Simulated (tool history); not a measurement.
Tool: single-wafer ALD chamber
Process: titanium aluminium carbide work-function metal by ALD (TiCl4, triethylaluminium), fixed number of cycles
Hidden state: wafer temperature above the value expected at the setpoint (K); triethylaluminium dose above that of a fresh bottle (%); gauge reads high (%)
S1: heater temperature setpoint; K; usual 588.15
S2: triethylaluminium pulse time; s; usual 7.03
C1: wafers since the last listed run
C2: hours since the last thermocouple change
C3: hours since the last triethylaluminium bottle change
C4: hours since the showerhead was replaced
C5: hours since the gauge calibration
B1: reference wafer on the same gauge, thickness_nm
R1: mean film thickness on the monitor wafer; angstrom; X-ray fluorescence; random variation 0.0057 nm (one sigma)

run   hour      S1    S2   C1      C2     C3      C4     C5     B1     R1
  1      0  588.15  7.03    0  2006.7  506.4  5128.3  157.4   2.13  22.04
  2   10.2  588.15  7.97  149  2016.9  516.6  5138.5  167.6   2.13  22.94
  3   24.1  588.15  7.97  203  2030.8  530.5  5152.4  181.5  2.131  22.95
  4   41.5  588.15  7.03  254  2048.2  547.9  5169.8  198.9   2.13  21.85
  5   59.3  588.15  7.03  260    2066  565.7  5187.6  216.7  2.129   21.9
  6   66.2  588.15  7.03  101  2072.9  572.6  5194.5  223.6  2.131  21.96
  7   74.2  594.15  7.03  117  2080.9  580.6  5202.5  231.6   2.13  22.52
  8     90  598.15  7.03  231  2096.7  596.4  5218.3  247.4   2.13  22.92
     104.3  -- triethylaluminium bottle replaced
  9  107.6  588.15  7.03  140  2114.3    3.3  5235.9    265  2.129  22.78
 10  120.2  588.15  7.03  184  2126.9   15.9  5248.5  277.6   2.13  22.88
 11  129.5  578.15  5.13  136  2136.2   25.2  5257.8  286.9  2.131   19.1
       145  -- showerhead replaced, of another model than before
       151  -- thermocouple changed; heater temperature recalibrated
 12  151.5  588.15  9.52  117     0.5   47.2     6.5  308.9   2.13  24.55
     185.7  -- gauge calibrated
 13    191  594.15  5.38  578      40   86.7      46    5.3   2.13   19.8
 14    200  588.15  7.03  131      49   95.7      55   14.3  2.129  22.43
 15  215.3  582.15  4.49  224    64.3    111    70.3   29.6   2.13  15.49
 16  229.2  596.15  5.09  203    78.2  124.9    84.2   43.5   2.13  18.95
 17  242.7  574.15  8.12  197    91.7  138.4    97.7     57  2.131  22.08
 18  249.6  588.15  7.03  101    98.6  145.3   104.6   63.9  2.131  22.49
 19  264.5  588.15  8.74  218   113.5  160.2   119.5   78.8   2.13  23.96
 20  271.1  588.15  7.03   96   120.1  166.8   126.1   85.4  2.129  22.42
 21  286.3  594.15  9.36  222   135.3    182   141.3  100.6   2.13  24.93

Forecast each of these 4 alternatives for the next run:
  A  286.7  588.15  7.03   5  135.7  182.4  141.7  101   ?   ?
  B  286.7  595.15  8.71   5  135.7  182.4  141.7  101   ?   ?
  C  286.7  581.15   8.8   5  135.7  182.4  141.7  101   ?   ?
  D  286.7  595.15  9.25   5  135.7  182.4  141.7  101   ?   ?

run    B1     R1
  A  2.13  22.38
  B  2.13   24.7
  C  2.13  23.18
  D  2.13  24.99
Without the tool's hidden state the same runs would have given:
run     R1
  A   22.9
  B  25.01
  C  23.46
  D  25.25

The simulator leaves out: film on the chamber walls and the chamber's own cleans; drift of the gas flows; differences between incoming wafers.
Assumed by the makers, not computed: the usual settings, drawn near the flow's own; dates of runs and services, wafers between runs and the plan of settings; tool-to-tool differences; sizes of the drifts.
